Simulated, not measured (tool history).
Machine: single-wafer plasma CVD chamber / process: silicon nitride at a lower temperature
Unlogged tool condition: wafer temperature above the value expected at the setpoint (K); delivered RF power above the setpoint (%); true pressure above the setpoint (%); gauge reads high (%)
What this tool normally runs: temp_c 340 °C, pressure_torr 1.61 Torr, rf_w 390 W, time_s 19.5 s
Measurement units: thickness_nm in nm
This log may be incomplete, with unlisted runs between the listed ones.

run     day  temp_c  pressure_torr  rf_w  time_s  wafers since the last listed run  hours since the last thermocouple change  hours since the last RF generator calibration  hours since the last manometer calibration  hours since the showerhead was replaced  hours since the gauge calibration  read-back reference wafer on the same gauge, thickness_nm  thickness_nm
  1   0.000     340           1.61   390    19.5                                 0                                     375.6                                          583.1                                      1087.9                                   5644.6                               12.7                                                     28.688        29.026
  2   4.404     328           1.43   390    19.5                              2403                                     481.3                                          688.8                                      1193.6                                   5750.3                              118.4                                                     28.735        28.310
  3  16.771     328           1.43   390    19.5                              6749                                     778.1                                          985.6                                      1490.4                                   6047.1                              415.2                                                     28.867        28.641
  4  18.442     340           1.61   390    19.5                               911                                     818.2                                         1025.7                                      1530.5                                   6087.2                              455.3                                                     28.919        29.173
  5  22.525     340           1.61   390    19.5                              2228                                     916.2                                         1123.7                                      1628.5                                   6185.2                              553.3                                                     29.039        28.968
  6  24.246     340           1.61   390    19.5                               939                                     957.5                                         1165.0                                      1669.8                                   6226.5                              594.6                                                     29.075        29.415
  7  25.942     340           1.61   390    19.5                               925                                     998.2                                         1205.7                                      1710.5                                   6267.2                              635.3                                                     29.174        29.442
     28.138  -- RF generator calibrated
  8  28.158     340           1.61   390    21.3                              1027                                    1051.4                                            0.5                                      1763.7                                   6320.4                              688.5                                                     29.205        31.746
     28.696  -- showerhead replaced
     30.704  -- capacitance manometer re-zeroed and calibrated
  9  32.246     340           1.61   390    19.5                              1866                                    1149.5                                           98.6                                        37.0                                     85.2                              786.6                                                     29.355        29.654
 10  36.238     340           1.61   390    19.5                              2178                                    1245.3                                          194.4                                       132.8                                    181.0                              882.4                                                     29.455        29.878
 11  38.308     328           1.43   390    19.5                              1130                                    1295.0                                          244.1                                       182.5                                    230.7                              932.1                                                     29.592        29.172
 12  42.492     340           1.61   390    21.5                              2283                                    1395.4                                          344.5                                       282.9                                    331.1                             1032.5                                                     29.821        33.205

Expected results for the next run?
 13  45.362     351           1.61   390    19.5                              1566                                    1464.3                                          413.4                                       351.8                                    400.0                             1101.4                                                          ?             ?

read-back reference wafer on the same gauge, thickness_nm: 29.947
thickness_nm: 29.933 nm
With the hidden condition absent and the run-to-run variation left alone, this run would have shown thickness_nm 28.684 nm.
